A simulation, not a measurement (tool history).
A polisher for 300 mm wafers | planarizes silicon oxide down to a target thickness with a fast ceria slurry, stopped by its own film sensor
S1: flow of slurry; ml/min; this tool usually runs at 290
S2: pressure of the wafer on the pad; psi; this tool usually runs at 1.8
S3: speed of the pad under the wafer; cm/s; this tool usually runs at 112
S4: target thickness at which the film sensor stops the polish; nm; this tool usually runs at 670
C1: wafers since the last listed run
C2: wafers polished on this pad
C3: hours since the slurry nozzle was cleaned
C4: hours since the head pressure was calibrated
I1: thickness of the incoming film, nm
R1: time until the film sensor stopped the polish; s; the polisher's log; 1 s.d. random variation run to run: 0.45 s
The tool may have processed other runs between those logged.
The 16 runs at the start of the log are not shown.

{"run": 17, "day": 8.371, "S1": 290, "S2": 2.2, "S3": 112, "S4": 670, "C1": 124, "C2": 276, "C3": 25.5, "C4": 672.2, "I1": 1242.1, "R1": 49.0}
{"day": 8.662, "done": "head pressure recalibrated"}
{"run": 18, "day": 8.708, "S1": 375, "S2": 1.8, "S3": 112, "S4": 867, "C1": 51, "C2": 327, "C3": 33.6, "C4": 1.1, "I1": 1254.9, "R1": 40.0}
{"day": 10.071, "done": "worn pad replaced by a new one"}
{"run": 19, "day": 10.467, "S1": 375, "S2": 1.8, "S3": 112, "S4": 867, "C1": 320, "C2": 79, "C3": 75.8, "C4": 43.3, "I1": 1241.8, "R1": 37.5}
{"run": 20, "day": 10.75, "S1": 290, "S2": 1.8, "S3": 112, "S4": 670, "C1": 57, "C2": 136, "C3": 82.6, "C4": 50.1, "I1": 1245.6, "R1": 59.1}
{"run": 21, "day": 11.158, "S1": 390, "S2": 1.8, "S3": 74, "S4": 546, "C1": 82, "C2": 219, "C3": 92.4, "C4": 59.9, "I1": 1246.6, "R1": 107.5}
{"run": 22, "day": 11.738, "S1": 375, "S2": 1.8, "S3": 112, "S4": 670, "C1": 116, "C2": 335, "C3": 106.3, "C4": 73.8, "I1": 1250.9, "R1": 60.2}
{"run": 23, "day": 12.346, "S1": 235, "S2": 2.0, "S3": 112, "S4": 670, "C1": 122, "C2": 458, "C3": 120.9, "C4": 88.4, "I1": 1238.1, "R1": 58.4}
{"run": 24, "day": 12.758, "S1": 290, "S2": 1.8, "S3": 112, "S4": 670, "C1": 83, "C2": 541, "C3": 130.8, "C4": 98.3, "I1": 1258.6, "R1": 63.2}
{"run": 25, "day": 13.104, "S1": 290, "S2": 1.8, "S3": 144, "S4": 570, "C1": 69, "C2": 611, "C3": 139.1, "C4": 106.6, "I1": 1240.7, "R1": 56.8}
{"day": 13.717, "done": "worn pad replaced by a new one"}
{"run": 26, "day": 13.796, "S1": 330, "S2": 2.4, "S3": 112, "S4": 728, "C1": 105, "C2": 16, "C3": 155.7, "C4": 123.2, "I1": 1223.9, "R1": 41.6}
{"run": 27, "day": 14.533, "S1": 260, "S2": 1.3, "S3": 112, "S4": 516, "C1": 148, "C2": 164, "C3": 173.4, "C4": 140.9, "I1": 1218.6, "R1": 88.8}
{"run": 28, "day": 15.262, "S1": 290, "S2": 1.8, "S3": 152, "S4": 853, "C1": 146, "C2": 311, "C3": 190.9, "C4": 158.4, "I1": 1256.2, "R1": 30.7}
{"run": 29, "day": 15.529, "S1": 350, "S2": 2.1, "S3": 92, "S4": 756, "C1": 53, "C2": 365, "C3": 197.3, "C4": 164.8, "I1": 1250.0, "R1": 56.2}
{"run": 30, "day": 16.117, "S1": 390, "S2": 2.3, "S3": 74, "S4": 670, "C1": 118, "C2": 484, "C3": 211.4, "C4": 178.9, "I1": 1254.9, "R1": 77.7}
{"run": 31, "day": 16.667, "S1": 195, "S2": 1.8, "S3": 86, "S4": 740, "C1": 110, "C2": 594, "C3": 224.6, "C4": 192.1, "I1": 1227.5, "R1": 73.0}
{"run": 32, "day": 17.133, "S1": 215, "S2": 1.8, "S3": 136, "S4": 566, "C1": 94, "C2": 688, "C3": 235.8, "C4": 203.3, "I1": 1257.8, "R1": 66.3}

Below are 5 alternative next runs, each starting from the tool's condition after run 32. Predict each:
{"run": "A", "day": 17.15, "S1": 290, "S2": 1.3, "S3": 112, "S4": 670, "C1": 3, "C2": 692, "C3": 236.2, "C4": 203.7, "I1": 1232.3, "R1": "?"}
{"run": "B", "day": 17.15, "S1": 290, "S2": 1.3, "S3": 78, "S4": 484, "C1": 3, "C2": 692, "C3": 236.2, "C4": 203.7, "I1": 1232.3, "R1": "?"}
{"run": "C", "day": 17.15, "S1": 225, "S2": 1.8, "S3": 72, "S4": 802, "C1": 3, "C2": 692, "C3": 236.2, "C4": 203.7, "I1": 1232.3, "R1": "?"}
{"run": "D", "day": 17.15, "S1": 290, "S2": 1.8, "S3": 148, "S4": 611, "C1": 3, "C2": 692, "C3": 236.2, "C4": 203.7, "I1": 1232.3, "R1": "?"}
{"run": "E", "day": 17.15, "S1": 290, "S2": 1.6, "S3": 112, "S4": 504, "C1": 3, "C2": 692, "C3": 236.2, "C4": 203.7, "I1": 1232.3, "R1": "?"}

run=A R1=75.3
run=B R1=143.9
run=C R1=76.4
run=D R1=52.1
run=E R1=86.7
The same runs, with their run-to-run variation unchanged, on a tool lacking any hidden condition would have given:
run=A R1=68.7
run=B R1=131.4
run=C R1=69.8
run=D R1=47.6
run=E R1=79.1
